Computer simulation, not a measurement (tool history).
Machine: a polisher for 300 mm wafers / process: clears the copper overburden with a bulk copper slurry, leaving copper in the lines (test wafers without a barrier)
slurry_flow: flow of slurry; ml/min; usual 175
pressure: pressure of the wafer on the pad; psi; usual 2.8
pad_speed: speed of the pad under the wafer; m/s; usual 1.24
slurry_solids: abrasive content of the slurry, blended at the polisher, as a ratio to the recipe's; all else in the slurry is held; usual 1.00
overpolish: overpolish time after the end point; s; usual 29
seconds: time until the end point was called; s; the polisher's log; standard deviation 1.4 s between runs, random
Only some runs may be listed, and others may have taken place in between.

run,hour,slurry_flow,pressure,pad_speed,slurry_solids,overpolish,wafers since the last listed run,wafers polished on this pad,hours since the slurry nozzle was cleaned,hours since the head pressure was calibrated,hours since the slurry blender was calibrated,"incoming thickness of the incoming film, nm",seconds
1,0.0,175,2.8,1.24,0.80,29,0,2657,242.0,582.9,273.3,1173.3,90.1
# hour 40.6: worn pad replaced by a new one
# hour 99.8: slurry blender recalibrated
# hour 122.4: slurry nozzle cleaned
2,151.7,175,2.3,1.24,1.00,29,1149,858,29.3,734.6,51.9,1170.2,98.5
3,242.4,175,2.3,1.24,1.00,29,720,1578,120.0,825.3,142.6,1160.8,101.0
# hour 311.6: head pressure recalibrated
4,323.9,210,2.8,1.24,1.00,29,631,2210,201.5,12.3,224.1,1147.6,81.9
# hour 387.9: worn pad replaced by a new one
5,420.2,210,2.8,1.24,1.00,29,733,256,297.8,108.6,320.4,1170.7,84.4
# hour 452.6: slurry nozzle cleaned
6,484.1,210,2.8,1.24,1.00,29,499,756,31.5,172.5,384.3,1171.1,83.0
# hour 523.8: slurry blender recalibrated
7,580.9,175,2.8,1.24,1.00,29,752,1509,128.3,269.3,57.1,1170.8,91.5
8,635.3,175,2.8,1.24,1.00,29,432,1941,182.7,323.7,111.5,1183.2,91.0
9,688.8,175,2.8,1.24,1.00,29,424,2366,236.2,377.2,165.0,1171.6,91.4
# hour 760.9: worn pad replaced by a new one
10,780.9,175,2.8,1.24,1.00,29,699,159,328.3,469.3,257.1,1190.2,91.2
11,827.2,175,2.8,1.24,1.00,29,367,526,374.6,515.6,303.4,1181.2,90.0
12,879.3,175,2.8,1.06,1.00,29,413,940,426.7,567.7,355.5,1168.2,106.0
# hour 882.4: slurry nozzle cleaned
13,959.9,120,2.8,1.24,1.20,29,632,1573,77.5,648.3,436.1,1179.6,96.6
# hour 980.4: slurry blender recalibrated, repeated, since the last time left the tool worse
# hour 1051.8: head pressure recalibrated
14,1059.0,195,3.3,1.56,1.00,29,755,2328,176.6,7.2,78.6,1177.3,58.3
# hour 1085.1: worn pad replaced by a new one
15,1152.4,175,2.8,1.24,1.15,29,710,534,270.0,100.6,172.0,1167.0,84.5
16,1205.7,140,2.3,1.24,1.00,42,423,957,323.3,153.9,225.3,1170.2,104.5
# hour 1242.1: slurry nozzle cleaned
17,1291.5,175,2.8,1.24,1.00,29,673,1631,49.4,239.7,311.1,1172.4,85.5
# hour 1330.5: slurry blender recalibrated
18,1360.4,175,3.4,1.64,1.00,14,531,2162,118.3,308.6,29.9,1172.6,53.2
# hour 1406.1: worn pad replaced by a new one
19,1448.9,175,2.8,1.24,1.00,29,671,340,206.8,397.1,118.4,1184.9,86.6
20,1535.9,175,2.8,1.24,1.00,29,691,1031,293.8,484.1,205.4,1172.3,85.6
# hour 1601.4: slurry nozzle cleaned
21,1622.3,175,2.8,1.10,1.00,29,678,1709,20.9,570.5,291.8,1152.7,96.0
22,1671.6,120,3.8,1.24,0.70,38,391,2101,70.2,619.8,341.1,1176.2,77.1
# hour 1702.2: slurry blender recalibrated
# hour 1725.2: head pressure recalibrated
# hour 1728.6: worn pad replaced by a new one
23,1781.7,175,2.8,1.24,1.00,29,815,421,180.3,56.5,79.5,1164.6,86.4
24,1871.2,145,2.8,1.38,1.00,29,710,1132,269.8,146.0,169.0,1163.5,78.3

Across each entry between runs, compare the hidden state at the last listed run before it with the hidden state at the first listed run after it:
Runs 1 to 2: worn pad replaced by a new one (hour 40.6); slurry blender recalibrated (hour 99.8); slurry nozzle cleaned (hour 122.4)
  abrasive missing from the slurry, %: 14.2 -> 5.41
  measured result minus the result with no hidden state, seconds: +2.4 -> +1.0 s
Runs 3 to 4: head pressure recalibrated (hour 311.6)
  abrasive missing from the slurry, %: 10.8 -> 13.2
  measured result minus the result with no hidden state, seconds: +2.1 -> +2.1 s
Runs 4 to 5: worn pad replaced by a new one (hour 387.9)
  abrasive missing from the slurry, %: 13.2 -> 14.6
  measured result minus the result with no hidden state, seconds: +2.1 -> +2.4 s
Runs 5 to 6: slurry nozzle cleaned (hour 452.6)
  abrasive missing from the slurry, %: 14.6 -> 15.1
  measured result minus the result with no hidden state, seconds: +2.4 -> +2.4 s
Runs 6 to 7: slurry blender recalibrated (hour 523.8)
  abrasive missing from the slurry, %: 15.1 -> 35.9
  measured result minus the result with no hidden state, seconds: +2.4 -> +6.9 s
Runs 9 to 10: worn pad replaced by a new one (hour 760.9)
  abrasive missing from the slurry, %: 41.7 -> 43.9
  measured result minus the result with no hidden state, seconds: +8.2 -> +8.7 s
Runs 12 to 13: slurry nozzle cleaned (hour 882.4)
  abrasive missing from the slurry, %: 45 -> 45.5
  measured result minus the result with no hidden state, seconds: +10.4 -> +9.8 s
Runs 13 to 14: slurry blender recalibrated, repeated, since the last time left the tool worse (hour 980.4); head pressure recalibrated (hour 1051.8)
  abrasive missing from the slurry, %: 45.5 -> 8.77
  measured result minus the result with no hidden state, seconds: +9.8 -> +1.0 s
Runs 14 to 15: worn pad replaced by a new one (hour 1085.1)
  abrasive missing from the slurry, %: 8.77 -> 13.2
  measured result minus the result with no hidden state, seconds: +1.0 -> +2.2 s
Runs 16 to 17: slurry nozzle cleaned (hour 1242.1)
  abrasive missing from the slurry, %: 14.6 -> 15.9
  measured result minus the result with no hidden state, seconds: +2.9 -> +2.7 s
Runs 17 to 18: slurry blender recalibrated (hour 1330.5)
  abrasive missing from the slurry, %: 15.9 -> 4.15
  measured result minus the result with no hidden state, seconds: +2.7 -> +0.4 s
Runs 18 to 19: worn pad replaced by a new one (hour 1406.1)
  abrasive missing from the slurry, %: 4.15 -> 10.5
  measured result minus the result with no hidden state, seconds: +0.4 -> +1.7 s
Runs 20 to 21: slurry nozzle cleaned (hour 1601.4)
  abrasive missing from the slurry, %: 13.5 -> 15.1
  measured result minus the result with no hidden state, seconds: +2.2 -> +2.8 s
Runs 22 to 23: slurry blender recalibrated (hour 1702.2); head pressure recalibrated (hour 1725.2); worn pad replaced by a new one (hour 1728.6)
  abrasive missing from the slurry, %: 15.6 -> 9.42
  measured result minus the result with no hidden state, seconds: +2.3 -> +1.5 s
